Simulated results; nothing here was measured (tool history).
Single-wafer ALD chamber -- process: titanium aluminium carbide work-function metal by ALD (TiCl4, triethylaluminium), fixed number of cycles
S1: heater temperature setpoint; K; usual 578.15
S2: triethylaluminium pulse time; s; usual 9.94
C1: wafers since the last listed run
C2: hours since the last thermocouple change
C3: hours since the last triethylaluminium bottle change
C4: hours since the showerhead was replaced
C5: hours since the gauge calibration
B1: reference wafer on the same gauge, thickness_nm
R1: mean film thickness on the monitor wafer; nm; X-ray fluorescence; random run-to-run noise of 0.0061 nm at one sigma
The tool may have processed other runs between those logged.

run    hour      S1     S2    C1      C2     C3      C4      C5     B1     R1
  1     0.0  575.15  11.45     0  1037.8  492.8  6091.7   378.8  2.198  2.050
  2    82.8  578.15   9.94  1031  1120.6  575.6  6174.5   461.6  2.199  2.038
      172.0  -- triethylaluminium bottle replaced
  3   177.7  578.15   9.94  1082  1215.5    5.7  6269.4   556.5  2.201  2.036
  4   223.4  578.15   8.12   569  1261.2   51.4  6315.1   602.2  2.197  1.945
  5   315.4  578.15   8.12  1145  1353.2  143.4  6407.1   694.2  2.202  1.945
  6   382.4  578.15   8.12   834  1420.2  210.4  6474.1   761.2  2.199  1.954
  7   563.5  578.15   9.94  2255  1601.3  391.5  6655.2   942.3  2.201  2.055
  8   643.5  567.15  13.45   996  1681.3  471.5  6735.2  1022.3  2.198  2.028
      729.3  -- triethylaluminium bottle replaced
  9   741.0  578.15   8.12  1114  1778.8   11.7  6832.7  1119.8  2.199  1.959
 10   819.6  568.15   9.94   978  1857.4   90.3  6911.3  1198.4  2.199  1.971
 11   862.5  585.15  11.73   534  1900.3  133.2  6954.2  1241.3  2.201  2.151
      900.4  -- showerhead replaced
 12   906.6  568.15  12.70   449  1944.4  177.3     6.2  1285.4  2.200  2.035
      913.6  -- gauge calibrated
      929.8  -- thermocouple changed; heater temperature recalibrated
 13  1014.6  573.15  13.65  1245    84.8  285.3   114.2   101.0  2.201  2.046
 14  1086.8  590.15  12.15   899   157.0  357.5   186.4   173.2  2.201  2.161
 15  1190.9  578.15   9.94  1296   261.1  461.6   290.5   277.3  2.200  2.029

Below are 4 alternative next runs, each starting from the tool's condition after run 15. Predict each:
  A  1191.3  578.15   9.94   4  261.5  462.0  290.9  277.7   ?   ?
  B  1191.3  578.15  12.94   4  261.5  462.0  290.9  277.7   ?   ?
  C  1191.3  584.15  13.16   4  261.5  462.0  290.9  277.7   ?   ?
  D  1191.3  583.15   8.56   4  261.5  462.0  290.9  277.7   ?   ?

run     B1     R1
  A  2.198  2.028
  B  2.198  2.079
  C  2.198  2.128
  D  2.198  2.002
Had the tool no hidden state, the same runs would have come out as:
run     R1
  A  2.029
  B  2.080
  C  2.129
  D  2.003
